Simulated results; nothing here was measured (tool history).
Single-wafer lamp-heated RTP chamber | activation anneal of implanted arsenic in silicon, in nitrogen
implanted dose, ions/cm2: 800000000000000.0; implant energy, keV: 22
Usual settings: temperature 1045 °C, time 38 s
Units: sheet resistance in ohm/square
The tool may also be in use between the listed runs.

| run | day | temperature | time | wafers since the last listed run | wafers since the last pyrometer calibration | wafers since the reflector plate was cleaned | hours since the gauge calibration | read-back reference wafer on the same gauge, sheet resistance | sheet resistance |
|---|---|---|---|---|---|---|---|---|---|
| 1 | 0.000 | 1045 | 38 | 0 | 3936 | 1140 | 214.6 | 130.07 | 134.89 |
|  | 1.642 | pyrometer window cleaned and pyrometer calibrated |
| 2 | 4.208 | 1045 | 38 | 1678 | 1110 | 2818 | 315.6 | 129.96 | 135.12 |
| 3 | 5.758 | 1045 | 22 | 671 | 1782 | 3490 | 352.8 | 129.96 | 139.28 |
| 4 | 7.908 | 1045 | 22 | 931 | 2713 | 4421 | 404.4 | 130.04 | 139.99 |
| 5 | 12.154 | 1045 | 53 | 1839 | 4552 | 6260 | 506.3 | 130.02 | 132.23 |
|  | 15.129 | pyrometer window cleaned and pyrometer calibrated |
| 6 | 15.583 | 1045 | 53 | 1340 | 196 | 7601 | 588.6 | 130.08 | 132.92 |
|  | 22.675 | reflector plate cleaned |
|  | 25.817 | pyrometer window cleaned and pyrometer calibrated |
| 7 | 28.812 | 1045 | 38 | 5441 | 1297 | 2513 | 906.1 | 130.02 | 135.34 |
| 8 | 31.117 | 1045 | 38 | 998 | 2295 | 3511 | 961.4 | 130.01 | 135.33 |
|  | 38.733 | pyrometer window cleaned and pyrometer calibrated |
|  | 39.000 | gauge calibrated |
| 9 | 39.367 | 1045 | 38 | 3429 | 274 | 6940 | 8.8 | 129.99 | 135.75 |
|  | 43.096 | reflector plate cleaned |
| 10 | 43.117 | 1063 | 50 | 1479 | 1754 | 8 | 98.8 | 130.20 | 129.80 |
| 11 | 45.071 | 1066 | 32 | 846 | 2600 | 854 | 145.7 | 130.04 | 132.99 |
| 12 | 49.375 | 1045 | 38 | 1864 | 4465 | 2719 | 249.0 | 130.08 | 135.23 |
|  | 50.967 | pyrometer window cleaned and pyrometer calibrated |
| 13 | 51.125 | 1056 | 57 | 613 | 68 | 3332 | 291.0 | 130.03 | 129.41 |
| 14 | 54.179 | 1045 | 38 | 1322 | 1391 | 4655 | 364.3 | 130.16 | 135.56 |
| 15 | 57.288 | 1053 | 17 | 1346 | 2738 | 6002 | 438.9 | 129.94 | 141.38 |
| 16 | 61.112 | 1031 | 55 | 1656 | 4394 | 7659 | 530.7 | 129.89 | 134.40 |
|  | 62.275 | pyrometer window cleaned and pyrometer calibrated |
|  | 62.521 | reflector plate cleaned |
| 17 | 62.775 | 1028 | 21 | 470 | 110 | 110 | 570.6 | 129.90 | 142.97 |

Forecast each of these 3 alternatives for the next run:
| A | 62.792 | 1029 | 38 | 7 | 117 | 117 | 571.0 | ? | ? |
| B | 62.792 | 1021 | 53 | 7 | 117 | 117 | 571.0 | ? | ? |
| C | 62.792 | 1045 | 30 | 7 | 117 | 117 | 571.0 | ? | ? |

| run | read-back reference wafer on the same gauge, sheet resistance | sheet resistance |
|---|---|---|
| A | 129.98 | 138.97 |
| B | 129.98 | 137.73 |
| C | 129.98 | 138.05 |
Without the tool's hidden state the same runs would have given:
| run | sheet resistance |
|---|---|
| A | 138.97 |
| B | 137.73 |
| C | 138.05 |

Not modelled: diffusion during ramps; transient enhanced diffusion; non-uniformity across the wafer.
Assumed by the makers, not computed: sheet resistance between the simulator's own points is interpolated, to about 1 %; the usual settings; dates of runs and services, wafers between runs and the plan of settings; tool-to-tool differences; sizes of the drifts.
